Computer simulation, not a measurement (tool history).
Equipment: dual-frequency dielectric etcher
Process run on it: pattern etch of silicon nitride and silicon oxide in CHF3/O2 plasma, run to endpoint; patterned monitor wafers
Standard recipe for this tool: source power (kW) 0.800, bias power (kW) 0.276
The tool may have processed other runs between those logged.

run,hour,source power (kW),bias power (kW),"incoming incoming film thickness, nm",endpoint time (s)
1,0.0,0.840,0.276,253.3,121.4
2,14.6,0.840,0.276,254.6,122.0
3,41.2,0.800,0.276,255.1,123.6
4,49.7,0.800,0.251,257.5,128.5
5,62.0,0.800,0.251,258.1,128.5
6,77.5,0.800,0.276,256.7,124.4
7,86.8,0.800,0.276,256.8,124.1
8,100.8,0.930,0.261,259.8,121.7
9,117.6,0.650,0.276,255.8,132.6
10,135.0,0.650,0.276,255.5,132.0
# hour 162.4: upper electrode replaced
# hour 171.4: wet clean of the chamber
11,171.9,0.650,0.276,256.5,136.6
12,180.4,0.800,0.276,257.4,127.8
13,191.9,0.800,0.276,256.2,127.4
# hour 197.6: source power generator calibrated
14,198.8,0.690,0.276,256.2,132.9
15,211.2,0.800,0.246,256.8,131.7
# hour 222.6: bias power generator calibrated
16,223.1,0.800,0.304,256.3,122.9
17,233.4,0.800,0.276,253.8,125.7
18,243.8,0.940,0.256,257.4,122.5
19,290.2,0.870,0.313,258.6,118.5
20,297.8,0.800,0.213,255.3,134.4
21,313.0,0.970,0.294,255.2,115.4
22,324.8,0.700,0.293,256.7,128.8
23,331.7,0.940,0.344,254.7,109.9
24,343.8,0.800,0.246,254.3,128.5
25,353.2,0.800,0.276,254.5,124.4
26,360.2,0.990,0.334,256.5,109.8
27,373.0,0.900,0.245,254.7,123.7

Below are 4 alternative next runs, each starting from the tool's condition after run 27. Predict each:
A,373.5,0.800,0.276,259.1,?
B,373.5,0.800,0.258,259.1,?
C,373.5,0.970,0.231,259.1,?
D,373.5,0.750,0.257,259.1,?

run,endpoint time (s)
A,126.0
B,128.6
C,124.4
D,131.5
Stripped of hidden state, with their random variation kept, the same runs would have yielded:
run,endpoint time (s)
A,129.0
B,131.6
C,127.4
D,134.6

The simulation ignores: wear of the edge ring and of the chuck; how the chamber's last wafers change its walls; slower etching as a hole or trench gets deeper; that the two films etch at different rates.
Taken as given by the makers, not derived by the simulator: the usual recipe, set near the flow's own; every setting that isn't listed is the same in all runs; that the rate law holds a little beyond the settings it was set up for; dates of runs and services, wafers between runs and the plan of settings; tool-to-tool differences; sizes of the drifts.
